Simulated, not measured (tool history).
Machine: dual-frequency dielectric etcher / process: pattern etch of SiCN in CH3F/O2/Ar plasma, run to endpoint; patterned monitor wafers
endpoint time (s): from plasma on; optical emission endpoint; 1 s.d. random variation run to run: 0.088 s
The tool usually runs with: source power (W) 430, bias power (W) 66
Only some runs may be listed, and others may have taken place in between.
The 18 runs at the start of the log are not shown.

| run | hour | source power (W) | bias power (W) | wafers since the last listed run | hours since the last wet clean | hours since the last source power generator calibration | hours since the last bias power generator calibration | hours since the last upper electrode change | incoming incoming film thickness, nm | endpoint time (s) |
|---|---|---|---|---|---|---|---|---|---|---|
| 19 | 1631.2 | 430 | 66 | 675 | 250.7 | 208.5 | 774.3 | 553.5 | 11.02 | 27.1 |
| 20 | 1729.0 | 470 | 72 | 990 | 348.5 | 306.3 | 872.1 | 651.3 | 11.09 | 25.4 |
| 21 | 1810.4 | 480 | 51 | 824 | 429.9 | 387.7 | 953.5 | 732.7 | 11.10 | 28.5 |
| 22 | 1849.1 | 520 | 72 | 391 | 468.6 | 426.4 | 992.2 | 771.4 | 10.96 | 24.2 |
| 23 | 1896.5 | 360 | 57 | 480 | 516.0 | 473.8 | 1039.6 | 818.8 | 11.01 | 31.0 |
|  | 1944.6 | wet clean of the chamber |
| 24 | 1984.3 | 490 | 77 | 646 | 39.7 | 561.6 | 1127.4 | 906.6 | 11.05 | 24.4 |
| 25 | 2067.5 | 530 | 56 | 842 | 122.9 | 644.8 | 1210.6 | 989.8 | 11.07 | 26.3 |
| 26 | 2155.6 | 470 | 75 | 892 | 211.0 | 732.9 | 1298.7 | 1077.9 | 10.96 | 24.8 |
| 27 | 2214.7 | 430 | 80 | 598 | 270.1 | 792.0 | 1357.8 | 1137.0 | 10.96 | 25.4 |
| 28 | 2302.1 | 380 | 66 | 885 | 357.5 | 879.4 | 1445.2 | 1224.4 | 10.90 | 28.4 |
| 29 | 2392.2 | 460 | 57 | 912 | 447.6 | 969.5 | 1535.3 | 1314.5 | 11.08 | 28.1 |
| 30 | 2476.1 | 430 | 66 | 849 | 531.5 | 1053.4 | 1619.2 | 1398.4 | 11.09 | 27.5 |
|  | 2561.3 | wet clean of the chamber |
| 31 | 2561.8 | 460 | 59 | 624 | 0.5 | 1139.1 | 1704.9 | 1484.1 | 11.02 | 27.6 |

Run 32 comes next. What will it give?
| 32 | 2633.9 | 430 | 79 | 730 | 72.6 | 1211.2 | 1777.0 | 1556.2 | 10.93 | ? |

{"run 32": {"endpoint time (s)": 25.4}}
On a tool with no hidden condition, and with the same random variation, this run would have come out at endpoint time (s) 25.2.
